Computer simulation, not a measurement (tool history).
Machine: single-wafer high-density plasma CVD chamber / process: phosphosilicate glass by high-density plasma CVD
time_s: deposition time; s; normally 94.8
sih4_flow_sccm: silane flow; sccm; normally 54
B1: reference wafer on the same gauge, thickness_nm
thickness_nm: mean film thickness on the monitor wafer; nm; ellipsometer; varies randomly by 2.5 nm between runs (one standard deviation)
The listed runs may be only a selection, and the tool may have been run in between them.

Run 1, hour 0: usual settings; B1 584.377. Result: thickness_nm 506.262 nm.
Run 2, hour 42.1: usual settings but time_s 103.4 s; B1 584.81. Result: thickness_nm 556.939 nm.
At hour 77.5: gauge calibrated.
Run 3, hour 94.5: usual settings but time_s 103.4 s; B1 583.042. Result: thickness_nm 553.611 nm.
Run 4, hour 143.2: usual settings but time_s 103.4 s; B1 584.294. Result: thickness_nm 550.362 nm.
Run 5, hour 185.2: usual settings but sih4_flow_sccm 63 sccm; B1 583.448. Result: thickness_nm 596.049 nm.
Run 6, hour 245.5: usual settings; B1 584.805. Result: thickness_nm 504.796 nm.
Run 7, hour 276.8: usual settings; B1 583.708. Result: thickness_nm 502.506 nm.
Run 8, hour 458.5: usual settings but time_s 100.7 s; B1 583.327. Result: thickness_nm 533.426 nm.
At hour 487.5: silane flow controller replaced.
Run 9, hour 526: usual settings but time_s 83.3 s, sih4_flow_sccm 46 sccm; B1 583.179. Result: thickness_nm 402.674 nm.
At hour 537.9: gauge calibrated.
Run 10, hour 594.1: usual settings but time_s 111.1 s, sih4_flow_sccm 58 sccm; B1 583.506. Result: thickness_nm 670.442 nm.
Run 11, hour 640.6: usual settings but sih4_flow_sccm 59 sccm; B1 582.365. Result: thickness_nm 581.041 nm.
Run 12, hour 674.6: usual settings; B1 583.659. Result: thickness_nm 535.149 nm.
Run 13, hour 699.6: usual settings but time_s 105 s, sih4_flow_sccm 50 sccm; B1 582.629. Result: thickness_nm 547.633 nm.
Run 14, hour 734.3: usual settings but time_s 89.6 s; B1 583.776. Result: thickness_nm 505.926 nm.
Run 15, hour 772.6: usual settings; B1 585.005. Result: thickness_nm 529.869 nm.

The tool's hidden state at each run:
gauge reads high (%): 0 in every run
H1: delivered silane flow above the setpoint (%)
run      H1
  1   -5.17
  2    -5.3
  3   -5.46
  4   -5.61
  5   -5.74
  6   -5.92
  7   -6.02
  8   -6.58
  9  -0.338
 10  -0.547
 11   -0.69
 12  -0.795
 13  -0.872
 14  -0.979
 15    -1.1
